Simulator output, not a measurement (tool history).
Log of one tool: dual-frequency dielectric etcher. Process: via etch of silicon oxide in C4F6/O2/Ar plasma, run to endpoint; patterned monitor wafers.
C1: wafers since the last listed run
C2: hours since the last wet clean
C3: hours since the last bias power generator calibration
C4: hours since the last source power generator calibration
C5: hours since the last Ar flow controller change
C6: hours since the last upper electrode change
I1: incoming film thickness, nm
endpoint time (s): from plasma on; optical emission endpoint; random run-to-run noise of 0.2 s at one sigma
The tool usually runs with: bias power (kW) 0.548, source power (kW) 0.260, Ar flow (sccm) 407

run 1 day=0.000 | bias_power_(kW)=0.548 source_power_(kW)=0.260 Ar_flow_(sccm)=407 | C1=0 C2=267.5 C3=1988.9 C4=4214.5 C5=3105.6 C6=4969.6 | I1=109.9 | endpoint_time_(s)=24.3
run 2 day=0.696 | bias_power_(kW)=0.548 source_power_(kW)=0.260 Ar_flow_(sccm)=407 | C1=191 C2=284.2 C3=2005.6 C4=4231.2 C5=3122.3 C6=4986.3 | I1=111.3 | endpoint_time_(s)=24.6
run 3 day=1.904 | bias_power_(kW)=0.583 source_power_(kW)=0.260 Ar_flow_(sccm)=342 | C1=333 C2=313.2 C3=2034.6 C4=4260.2 C5=3151.3 C6=5015.3 | I1=110.8 | endpoint_time_(s)=23.5
run 4 day=3.183 | bias_power_(kW)=0.583 source_power_(kW)=0.260 Ar_flow_(sccm)=342 | C1=352 C2=343.9 C3=2065.3 C4=4290.9 C5=3182.0 C6=5046.0 | I1=110.9 | endpoint_time_(s)=23.3
run 5 day=3.767 | bias_power_(kW)=0.583 source_power_(kW)=0.260 Ar_flow_(sccm)=342 | C1=160 C2=357.9 C3=2079.3 C4=4304.9 C5=3196.0 C6=5060.0 | I1=110.4 | endpoint_time_(s)=22.8
run 6 day=4.438 | bias_power_(kW)=0.548 source_power_(kW)=0.260 Ar_flow_(sccm)=330 | C1=184 C2=374.0 C3=2095.4 C4=4321.0 C5=3212.1 C6=5076.1 | I1=111.3 | endpoint_time_(s)=23.9
run 7 day=5.408 | bias_power_(kW)=0.548 source_power_(kW)=0.260 Ar_flow_(sccm)=330 | C1=267 C2=397.3 C3=2118.7 C4=4344.3 C5=3235.4 C6=5099.4 | I1=109.9 | endpoint_time_(s)=23.2
run 8 day=6.892 | bias_power_(kW)=0.548 source_power_(kW)=0.260 Ar_flow_(sccm)=330 | C1=408 C2=432.9 C3=2154.3 C4=4379.9 C5=3271.0 C6=5135.0 | I1=110.1 | endpoint_time_(s)=23.5
-- day=8.212 bias power generator calibrated
-- day=8.508 upper electrode replaced
run 9 day=8.529 | bias_power_(kW)=0.548 source_power_(kW)=0.260 Ar_flow_(sccm)=407 | C1=323 C2=472.2 C3=7.6 C4=4419.2 C5=3310.3 C6=0.5 | I1=109.9 | endpoint_time_(s)=23.5
run 10 day=8.804 | bias_power_(kW)=0.548 source_power_(kW)=0.260 Ar_flow_(sccm)=407 | C1=75 C2=478.8 C3=14.2 C4=4425.8 C5=3316.9 C6=7.1 | I1=110.4 | endpoint_time_(s)=24.1
-- day=9.479 source power generator calibrated
run 11 day=9.996 | bias_power_(kW)=0.548 source_power_(kW)=0.260 Ar_flow_(sccm)=407 | C1=282 C2=507.4 C3=42.8 C4=12.4 C5=3345.5 C6=35.7 | I1=111.0 | endpoint_time_(s)=24.0
run 12 day=10.725 | bias_power_(kW)=0.548 source_power_(kW)=0.260 Ar_flow_(sccm)=407 | C1=201 C2=524.9 C3=60.3 C4=29.9 C5=3363.0 C6=53.2 | I1=110.8 | endpoint_time_(s)=24.3
-- day=11.975 wet clean of the chamber
run 13 day=11.996 | bias_power_(kW)=0.548 source_power_(kW)=0.260 Ar_flow_(sccm)=380 | C1=74 C2=0.5 C3=90.8 C4=60.4 C5=3393.5 C6=83.7 | I1=111.3 | endpoint_time_(s)=25.0
run 14 day=12.546 | bias_power_(kW)=0.548 source_power_(kW)=0.260 Ar_flow_(sccm)=428 | C1=151 C2=13.7 C3=104.0 C4=73.6 C5=3406.7 C6=96.9 | I1=110.0 | endpoint_time_(s)=25.0
run 15 day=13.408 | bias_power_(kW)=0.548 source_power_(kW)=0.260 Ar_flow_(sccm)=407 | C1=237 C2=34.4 C3=124.7 C4=94.3 C5=3427.4 C6=117.6 | I1=109.7 | endpoint_time_(s)=24.6
-- day=13.858 Ar flow controller replaced
run 16 day=14.154 | bias_power_(kW)=0.548 source_power_(kW)=0.210 Ar_flow_(sccm)=407 | C1=136 C2=52.3 C3=142.6 C4=112.2 C5=7.1 C6=135.5 | I1=110.4 | endpoint_time_(s)=28.1
run 17 day=15.438 | bias_power_(kW)=0.480 source_power_(kW)=0.220 Ar_flow_(sccm)=444 | C1=353 C2=83.1 C3=173.4 C4=143.0 C5=37.9 C6=166.3 | I1=110.3 | endpoint_time_(s)=28.7
run 18 day=16.400 | bias_power_(kW)=0.548 source_power_(kW)=0.310 Ar_flow_(sccm)=407 | C1=265 C2=106.2 C3=196.5 C4=166.1 C5=61.0 C6=189.4 | I1=111.5 | endpoint_time_(s)=22.7
run 19 day=17.562 | bias_power_(kW)=0.548 source_power_(kW)=0.300 Ar_flow_(sccm)=407 | C1=320 C2=134.1 C3=224.4 C4=194.0 C5=88.9 C6=217.3 | I1=111.3 | endpoint_time_(s)=22.7
run 20 day=18.233 | bias_power_(kW)=0.586 source_power_(kW)=0.230 Ar_flow_(sccm)=315 | C1=184 C2=150.2 C3=240.5 C4=210.1 C5=105.0 C6=233.4 | I1=110.8 | endpoint_time_(s)=24.7
run 21 day=19.162 | bias_power_(kW)=0.600 source_power_(kW)=0.260 Ar_flow_(sccm)=495 | C1=256 C2=172.5 C3=262.8 C4=232.4 C5=127.3 C6=255.7 | I1=110.5 | endpoint_time_(s)=24.0
run 22 day=20.262 | bias_power_(kW)=0.631 source_power_(kW)=0.290 Ar_flow_(sccm)=342 | C1=303 C2=198.9 C3=289.2 C4=258.8 C5=153.7 C6=282.1 | I1=111.2 | endpoint_time_(s)=21.6
run 23 day=21.342 | bias_power_(kW)=0.548 source_power_(kW)=0.310 Ar_flow_(sccm)=407 | C1=297 C2=224.8 C3=315.1 C4=284.7 C5=179.6 C6=308.0 | I1=111.3 | endpoint_time_(s)=22.4
run 24 day=22.688 | bias_power_(kW)=0.463 source_power_(kW)=0.260 Ar_flow_(sccm)=407 | C1=370 C2=257.1 C3=347.4 C4=317.0 C5=211.9 C6=340.3 | I1=111.3 | endpoint_time_(s)=26.2
run 25 day=24.125 | bias_power_(kW)=0.548 source_power_(kW)=0.220 Ar_flow_(sccm)=407 | C1=396 C2=291.6 C3=381.9 C4=351.5 C5=246.4 C6=374.8 | I1=111.0 | endpoint_time_(s)=26.5
run 26 day=24.954 | bias_power_(kW)=0.548 source_power_(kW)=0.230 Ar_flow_(sccm)=407 | C1=228 C2=311.5 C3=401.8 C4=371.4 C5=266.3 C6=394.7 | I1=110.6 | endpoint_time_(s)=25.8
run 27 day=25.967 | bias_power_(kW)=0.548 source_power_(kW)=0.260 Ar_flow_(sccm)=407 | C1=279 C2=335.8 C3=426.1 C4=395.7 C5=290.6 C6=419.0 | I1=111.9 | endpoint_time_(s)=24.5
run 28 day=26.733 | bias_power_(kW)=0.506 source_power_(kW)=0.260 Ar_flow_(sccm)=407 | C1=211 C2=354.2 C3=444.5 C4=414.1 C5=309.0 C6=437.4 | I1=111.0 | endpoint_time_(s)=24.7

Difference, measured minus no-hidden-state, one row per run. Run-to-run variation is common to both terms; the gauge's own scatter need not be:
Unlogged tool condition in this case: etch rate over this chamber's usual, %; bias power that arrives over what is set, %; source power that arrives over what is set, %; Ar flow that arrives over what is set, %.
run=1 endpoint_time_(s)=-0.6
run=2 endpoint_time_(s)=-0.6
run=3 endpoint_time_(s)=-0.6
run=4 endpoint_time_(s)=-0.6
run=5 endpoint_time_(s)=-0.7
run=6 endpoint_time_(s)=-0.8
run=7 endpoint_time_(s)=-0.8
run=8 endpoint_time_(s)=-0.9
run=9 endpoint_time_(s)=-1.0
run=10 endpoint_time_(s)=-1.0
run=11 endpoint_time_(s)=-1.1
run=12 endpoint_time_(s)=-1.1
run=13 endpoint_time_(s)=-0.1
run=14 endpoint_time_(s)=-0.2
run=15 endpoint_time_(s)=-0.1
run=16 endpoint_time_(s)=-0.2
run=17 endpoint_time_(s)=-0.3
run=18 endpoint_time_(s)=-0.3
run=19 endpoint_time_(s)=-0.3
run=20 endpoint_time_(s)=-0.5
run=21 endpoint_time_(s)=-0.5
run=22 endpoint_time_(s)=-0.5
run=23 endpoint_time_(s)=-0.5
run=24 endpoint_time_(s)=-0.7
run=25 endpoint_time_(s)=-0.8
run=26 endpoint_time_(s)=-0.8
run=27 endpoint_time_(s)=-0.9
run=28 endpoint_time_(s)=-0.9
